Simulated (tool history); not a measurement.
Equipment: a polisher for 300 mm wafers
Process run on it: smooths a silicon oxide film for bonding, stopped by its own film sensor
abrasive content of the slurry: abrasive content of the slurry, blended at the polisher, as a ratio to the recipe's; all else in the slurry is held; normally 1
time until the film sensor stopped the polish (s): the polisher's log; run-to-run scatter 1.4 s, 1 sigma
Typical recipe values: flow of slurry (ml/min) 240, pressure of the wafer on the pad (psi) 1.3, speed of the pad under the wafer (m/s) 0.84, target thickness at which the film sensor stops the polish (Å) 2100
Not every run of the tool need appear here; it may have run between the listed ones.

| run | hour | flow of slurry (ml/min) | pressure of the wafer on the pad (psi) | speed of the pad under the wafer (m/s) | abrasive content of the slurry | target thickness at which the film sensor stops the polish (Å) | incoming thickness of the incoming film, nm | time until the film sensor stopped the polish (s) |
|---|---|---|---|---|---|---|---|---|
| 1 | 0 | 240 | 1.5 | 0.76 | 1 | 2100 | 270.3 | 153.5 |
| 2 | 31.1 | 240 | 1.5 | 0.76 | 1 | 2100 | 269.8 | 155.9 |
|  | 46.2 | worn pad replaced by a new one |
| 3 | 66.6 | 240 | 1.3 | 0.84 | 1 | 2100 | 269.4 | 156.1 |
|  | 77.5 | slurry blender recalibrated |
| 4 | 94.7 | 240 | 1.3 | 0.84 | 1 | 2100 | 273.8 | 176.3 |
| 5 | 116.3 | 240 | 1.3 | 0.92 | 1 | 2100 | 267.3 | 150.8 |
| 6 | 134.8 | 240 | 1.3 | 0.92 | 1 | 2100 | 268.4 | 153.2 |
|  | 154.5 | worn pad replaced by a new one |
| 7 | 157.9 | 240 | 1.3 | 0.84 | 1.1 | 2100 | 270.6 | 154.9 |
| 8 | 189.4 | 240 | 1.3 | 0.84 | 1.1 | 2100 | 270.3 | 155.4 |
| 9 | 221.1 | 240 | 1.3 | 0.66 | 1 | 2100 | 273.2 | 197.2 |
| 10 | 237.5 | 240 | 1.3 | 0.66 | 1 | 2100 | 270.9 | 195.9 |
|  | 254.7 | slurry blender recalibrated |
|  | 258.4 | worn pad replaced by a new one |
| 11 | 264.7 | 240 | 1.3 | 0.76 | 1 | 2100 | 271.6 | 172.6 |
| 12 | 295.8 | 205 | 1.3 | 0.84 | 1 | 2100 | 264.6 | 148.1 |
|  | 364.1 | worn pad replaced by a new one |
|  | 365.4 | head pressure recalibrated |
| 13 | 369.7 | 240 | 1.3 | 0.92 | 1 | 2100 | 269.3 | 127.6 |
| 14 | 404.5 | 240 | 1.3 | 0.84 | 1 | 2100 | 267 | 133.4 |
| 15 | 436.8 | 240 | 1.1 | 0.96 | 1 | 2100 | 268.7 | 152.3 |
|  | 460.3 | slurry blender recalibrated |
| 16 | 462.6 | 215 | 1.3 | 0.56 | 1 | 2180 | 270.9 | 166.6 |
|  | 477.4 | worn pad replaced by a new one |
| 17 | 477.9 | 240 | 1.8 | 0.66 | 1 | 1960 | 270.5 | 148 |
|  | 479.7 | slurry nozzle cleaned |
| 18 | 489.9 | 240 | 1.5 | 0.84 | 1 | 2100 | 275.7 | 136.8 |
| 19 | 521.2 | 240 | 1.3 | 0.84 | 0.9 | 1930 | 269.5 | 194.1 |
| 20 | 579.5 | 280 | 1.3 | 0.84 | 1 | 2100 | 267.2 | 144.2 |
|  | 606.9 | worn pad replaced by a new one |
| 21 | 607.9 | 190 | 1.3 | 0.84 | 0.85 | 2100 | 269.5 | 155.7 |

Here are 4 independent what-if runs from the current tool condition. What would each one return?
| A | 608.4 | 240 | 1.3 | 0.84 | 0.75 | 2100 | 270.1 | ? |
| B | 608.4 | 315 | 1.3 | 0.62 | 1.3 | 2100 | 270.1 | ? |
| C | 608.4 | 240 | 1.3 | 1.04 | 1 | 2100 | 270.1 | ? |
| D | 608.4 | 185 | 1.2 | 0.56 | 1 | 2100 | 270.1 | ? |

| run | time until the film sensor stopped the polish (s) |
|---|---|
| A | 162.8 |
| B | 152.2 |
| C | 126.7 |
| D | 200.8 |
What these runs would have given with no unlogged condition in the tool:
| run | time until the film sensor stopped the polish (s) |
|---|---|
| A | 154.8 |
| B | 144.7 |
| C | 120.5 |
| D | 190.9 |

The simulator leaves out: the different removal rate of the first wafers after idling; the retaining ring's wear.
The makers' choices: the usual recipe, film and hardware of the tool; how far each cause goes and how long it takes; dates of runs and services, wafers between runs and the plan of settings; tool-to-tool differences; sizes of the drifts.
